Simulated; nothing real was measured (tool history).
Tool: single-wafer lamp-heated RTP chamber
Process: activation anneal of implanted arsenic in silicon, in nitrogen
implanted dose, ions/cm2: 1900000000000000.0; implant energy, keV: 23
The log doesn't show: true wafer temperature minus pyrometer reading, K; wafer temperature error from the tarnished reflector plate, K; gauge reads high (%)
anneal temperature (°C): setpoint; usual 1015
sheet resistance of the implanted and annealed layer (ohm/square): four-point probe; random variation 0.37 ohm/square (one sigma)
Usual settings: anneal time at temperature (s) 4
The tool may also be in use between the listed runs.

run	hour	anneal temperature (°C)	anneal time at temperature (s)	wafers since the last listed run	wafers since the last pyrometer calibration	wafers since the reflector plate was cleaned	hours since the gauge calibration	read-back reference wafer on the same gauge, sheet resistance	sheet resistance of the implanted and annealed layer (ohm/square)
1	0	1005	4	0	1218	1218	104.8	136.68	116.71
2	27.7	1005	4	519	1738	1738	132.5	137.04	116.66
3	58.8	1015	3	583	2321	2321	163.6	137.19	117.47
4	85	1015	5	491	2813	2813	189.8	137.03	112.32
5	113.4	1034	5	532	3346	3346	218.2	137.38	106.37
6	141.8	1034	5	532	3879	3879	246.6	137.39	105.9
7	162.5	1038	4	388	4267	4267	267.3	137.74	107.28
# hour 191.4: pyrometer window cleaned and pyrometer calibrated
8	191.9	1038	4	401	9	4669	296.7	137.84	107.43
9	199.4	1022	3	140	150	4810	304.2	137.88	115.58
10	218.1	1022	3	350	501	5160	322.9	137.93	114.82
11	247.2	1022	3	546	1047	5707	352	138.2	115.28
# hour 267.4: reflector plate cleaned
12	275.7	1030	4	384	1432	154	380.5	138.1	110.53
13	302.7	987	5	506	1938	661	407.5	138.33	121.96
14	319.2	1022	3	309	2248	971	424	138.4	115.86
15	332	1042	3	240	2488	1211	436.8	138.45	109.24
16	355.3	1044	5	437	2925	1648	460.1	138.66	104.11
17	380.8	1007	3	478	3404	2127	485.6	138.62	120.47
# hour 390.4: gauge calibrated
18	416.3	1015	4	666	4070	2793	25.9	136.02	112.94
19	432.2	1026	4	298	4368	3091	41.8	136.2	109.59
# hour 466.5: pyrometer window cleaned and pyrometer calibrated
20	479.7	1033	6	741	248	3832	89.3	136.45	103.46
21	513.9	991	4	641	890	4474	123.5	136.59	121.13
22	542.5	1000	4	536	1426	5011	152.1	136.77	118.87
23	563.6	1023	4	395	1822	5407	173.2	136.92	111.69
24	582.1	997	3	347	2170	5754	191.7	136.94	121.88
25	595.4	994	6	249	2419	6003	205	137.17	116.89

Measured less the same run without the tool's hidden state. The same run-to-run variation is in both; the gauge's scatter may not be:
run	sheet resistance of the implanted and annealed layer (ohm/square)
1	+0.63
2	+0.75
3	+0.9
4	+0.98
5	+1.05
6	+1.16
7	+1.26
8	+1.39
9	+1.53
10	+1.6
11	+1.73
12	+1.78
13	+2.1
14	+2.07
15	+2.01
16	+2
17	+2.43
18	+0.1
19	+0.16
20	+0.35
21	+0.57
22	+0.69
23	+0.74
24	+0.9
25	+0.93

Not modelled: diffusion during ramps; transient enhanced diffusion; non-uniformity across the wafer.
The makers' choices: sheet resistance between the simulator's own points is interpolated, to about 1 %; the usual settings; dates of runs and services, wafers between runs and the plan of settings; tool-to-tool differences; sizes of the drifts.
